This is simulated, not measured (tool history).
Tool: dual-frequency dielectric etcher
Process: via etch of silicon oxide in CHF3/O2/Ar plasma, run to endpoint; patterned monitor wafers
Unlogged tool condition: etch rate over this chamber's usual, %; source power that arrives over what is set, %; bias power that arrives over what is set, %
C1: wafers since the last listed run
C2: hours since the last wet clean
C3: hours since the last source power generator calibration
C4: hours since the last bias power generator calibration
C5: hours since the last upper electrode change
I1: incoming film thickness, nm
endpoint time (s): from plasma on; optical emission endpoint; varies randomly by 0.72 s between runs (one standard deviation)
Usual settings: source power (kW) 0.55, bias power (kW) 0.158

{"run": 1, "hour": 0.0, "source power (kW)": 0.47, "bias power (kW)": 0.138, "C1": 0, "C2": 406.5, "C3": 2276.9, "C4": 3440.6, "C5": 2182.2, "I1": 435.7, "endpoint time (s)": 272.9}
{"run": 2, "hour": 75.4, "source power (kW)": 0.47, "bias power (kW)": 0.138, "C1": 209, "C2": 481.9, "C3": 2352.3, "C4": 3516, "C5": 2257.6, "I1": 440, "endpoint time (s)": 275.8}
{"hour": 172.4, "done": "wet clean of the chamber"}
{"run": 3, "hour": 172.9, "source power (kW)": 0.47, "bias power (kW)": 0.138, "C1": 203, "C2": 0.5, "C3": 2449.8, "C4": 3613.5, "C5": 2355.1, "I1": 439.9, "endpoint time (s)": 274.3}
{"run": 4, "hour": 238.1, "source power (kW)": 0.55, "bias power (kW)": 0.158, "C1": 180, "C2": 65.7, "C3": 2515, "C4": 3678.7, "C5": 2420.3, "I1": 433.9, "endpoint time (s)": 238.9}
{"run": 5, "hour": 304.5, "source power (kW)": 0.55, "bias power (kW)": 0.158, "C1": 184, "C2": 132.1, "C3": 2581.4, "C4": 3745.1, "C5": 2486.7, "I1": 436.2, "endpoint time (s)": 240.4}
{"run": 6, "hour": 403.4, "source power (kW)": 0.47, "bias power (kW)": 0.158, "C1": 274, "C2": 231, "C3": 2680.3, "C4": 3844, "C5": 2585.6, "I1": 438.5, "endpoint time (s)": 256}
{"run": 7, "hour": 478.4, "source power (kW)": 0.47, "bias power (kW)": 0.158, "C1": 207, "C2": 306, "C3": 2755.3, "C4": 3919, "C5": 2660.6, "I1": 437.9, "endpoint time (s)": 255.3}
{"run": 8, "hour": 517.0, "source power (kW)": 0.47, "bias power (kW)": 0.158, "C1": 107, "C2": 344.6, "C3": 2793.9, "C4": 3957.6, "C5": 2699.2, "I1": 437.7, "endpoint time (s)": 254.9}
{"run": 9, "hour": 582.5, "source power (kW)": 0.55, "bias power (kW)": 0.158, "C1": 181, "C2": 410.1, "C3": 2859.4, "C4": 4023.1, "C5": 2764.7, "I1": 442.3, "endpoint time (s)": 243.3}
{"hour": 702.6, "done": "wet clean of the chamber"}
{"hour": 733.0, "done": "upper electrode replaced"}
{"run": 10, "hour": 821.8, "source power (kW)": 0.55, "bias power (kW)": 0.158, "C1": 530, "C2": 119.2, "C3": 3098.7, "C4": 4262.4, "C5": 88.8, "I1": 440, "endpoint time (s)": 242.7}
{"run": 11, "hour": 888.6, "source power (kW)": 0.55, "bias power (kW)": 0.158, "C1": 185, "C2": 186, "C3": 3165.5, "C4": 4329.2, "C5": 155.6, "I1": 438.8, "endpoint time (s)": 242.2}
{"run": 12, "hour": 940.0, "source power (kW)": 0.55, "bias power (kW)": 0.158, "C1": 142, "C2": 237.4, "C3": 3216.9, "C4": 4380.6, "C5": 207, "I1": 438.2, "endpoint time (s)": 240.8}
{"run": 13, "hour": 982.3, "source power (kW)": 0.55, "bias power (kW)": 0.158, "C1": 117, "C2": 279.7, "C3": 3259.2, "C4": 4422.9, "C5": 249.3, "I1": 437.6, "endpoint time (s)": 241.9}
{"run": 14, "hour": 1047.5, "source power (kW)": 0.55, "bias power (kW)": 0.158, "C1": 180, "C2": 344.9, "C3": 3324.4, "C4": 4488.1, "C5": 314.5, "I1": 436.2, "endpoint time (s)": 240.1}
{"run": 15, "hour": 1142.9, "source power (kW)": 0.55, "bias power (kW)": 0.145, "C1": 264, "C2": 440.3, "C3": 3419.8, "C4": 4583.5, "C5": 409.9, "I1": 436.2, "endpoint time (s)": 251}
{"run": 16, "hour": 1230.3, "source power (kW)": 0.44, "bias power (kW)": 0.133, "C1": 242, "C2": 527.7, "C3": 3507.2, "C4": 4670.9, "C5": 497.3, "I1": 437.9, "endpoint time (s)": 287.1}
{"hour": 1285.0, "done": "bias power generator calibrated"}
{"hour": 1301.7, "done": "wet clean of the chamber"}
{"run": 17, "hour": 1314.8, "source power (kW)": 0.6, "bias power (kW)": 0.191, "C1": 176, "C2": 13.1, "C3": 3591.7, "C4": 29.8, "C5": 581.8, "I1": 442, "endpoint time (s)": 209.7}
{"run": 18, "hour": 1375.5, "source power (kW)": 0.6, "bias power (kW)": 0.172, "C1": 168, "C2": 73.8, "C3": 3652.4, "C4": 90.5, "C5": 642.5, "I1": 436.6, "endpoint time (s)": 218.9}
{"run": 19, "hour": 1429.1, "source power (kW)": 0.55, "bias power (kW)": 0.145, "C1": 148, "C2": 127.4, "C3": 3706, "C4": 144.1, "C5": 696.1, "I1": 438.4, "endpoint time (s)": 247.4}
{"run": 20, "hour": 1474.0, "source power (kW)": 0.55, "bias power (kW)": 0.158, "C1": 124, "C2": 172.3, "C3": 3750.9, "C4": 189, "C5": 741, "I1": 441.1, "endpoint time (s)": 236.3}
{"run": 21, "hour": 1544.9, "source power (kW)": 0.55, "bias power (kW)": 0.124, "C1": 196, "C2": 243.2, "C3": 3821.8, "C4": 259.9, "C5": 811.9, "I1": 436.3, "endpoint time (s)": 267.9}
{"run": 22, "hour": 1621.2, "source power (kW)": 0.55, "bias power (kW)": 0.158, "C1": 211, "C2": 319.5, "C3": 3898.1, "C4": 336.2, "C5": 888.2, "I1": 437.8, "endpoint time (s)": 235.2}
{"hour": 1644.6, "done": "source power generator calibrated"}
{"run": 23, "hour": 1699.0, "source power (kW)": 0.61, "bias power (kW)": 0.122, "C1": 204, "C2": 397.3, "C3": 54.4, "C4": 414, "C5": 966, "I1": 439.6, "endpoint time (s)": 268.7}
{"run": 24, "hour": 1806.4, "source power (kW)": 0.59, "bias power (kW)": 0.178, "C1": 297, "C2": 504.7, "C3": 161.8, "C4": 521.4, "C5": 1073.4, "I1": 440.3, "endpoint time (s)": 221.8}
{"run": 25, "hour": 1907.5, "source power (kW)": 0.45, "bias power (kW)": 0.148, "C1": 280, "C2": 605.8, "C3": 262.9, "C4": 622.5, "C5": 1174.5, "I1": 442.6, "endpoint time (s)": 269.5}
{"hour": 1949.8, "done": "wet clean of the chamber"}
{"run": 26, "hour": 1974.5, "source power (kW)": 0.55, "bias power (kW)": 0.158, "C1": 119, "C2": 24.7, "C3": 329.9, "C4": 689.5, "C5": 1241.5, "I1": 436.4, "endpoint time (s)": 240.2}
{"run": 27, "hour": 2080.0, "source power (kW)": 0.47, "bias power (kW)": 0.198, "C1": 292, "C2": 130.2, "C3": 435.4, "C4": 795, "C5": 1347, "I1": 441, "endpoint time (s)": 226.7}
{"run": 28, "hour": 2159.4, "source power (kW)": 0.55, "bias power (kW)": 0.174, "C1": 220, "C2": 209.6, "C3": 514.8, "C4": 874.4, "C5": 1426.4, "I1": 439.7, "endpoint time (s)": 229.7}
{"run": 29, "hour": 2265.2, "source power (kW)": 0.55, "bias power (kW)": 0.158, "C1": 293, "C2": 315.4, "C3": 620.6, "C4": 980.2, "C5": 1532.2, "I1": 436.3, "endpoint time (s)": 239.7}

Each row is a separate what-if for the run after 29, all from the same tool condition, not one after another. Results?
{"run": "A", "hour": 2265.7, "source power (kW)": 0.55, "bias power (kW)": 0.158, "C1": 1, "C2": 315.9, "C3": 621.1, "C4": 980.7, "C5": 1532.7, "I1": 436.5, "endpoint time (s)": "?"}
{"run": "B", "hour": 2265.7, "source power (kW)": 0.61, "bias power (kW)": 0.187, "C1": 1, "C2": 315.9, "C3": 621.1, "C4": 980.7, "C5": 1532.7, "I1": 436.5, "endpoint time (s)": "?"}
{"run": "C", "hour": 2265.7, "source power (kW)": 0.62, "bias power (kW)": 0.175, "C1": 1, "C2": 315.9, "C3": 621.1, "C4": 980.7, "C5": 1532.7, "I1": 436.5, "endpoint time (s)": "?"}

run=A endpoint_time_(s)=239.6
run=B endpoint_time_(s)=212.1
run=C endpoint_time_(s)=218
Without the tool's unlogged condition, the same runs would have read:
run=A endpoint_time_(s)=238.4
run=B endpoint_time_(s)=210.9
run=C endpoint_time_(s)=216.9

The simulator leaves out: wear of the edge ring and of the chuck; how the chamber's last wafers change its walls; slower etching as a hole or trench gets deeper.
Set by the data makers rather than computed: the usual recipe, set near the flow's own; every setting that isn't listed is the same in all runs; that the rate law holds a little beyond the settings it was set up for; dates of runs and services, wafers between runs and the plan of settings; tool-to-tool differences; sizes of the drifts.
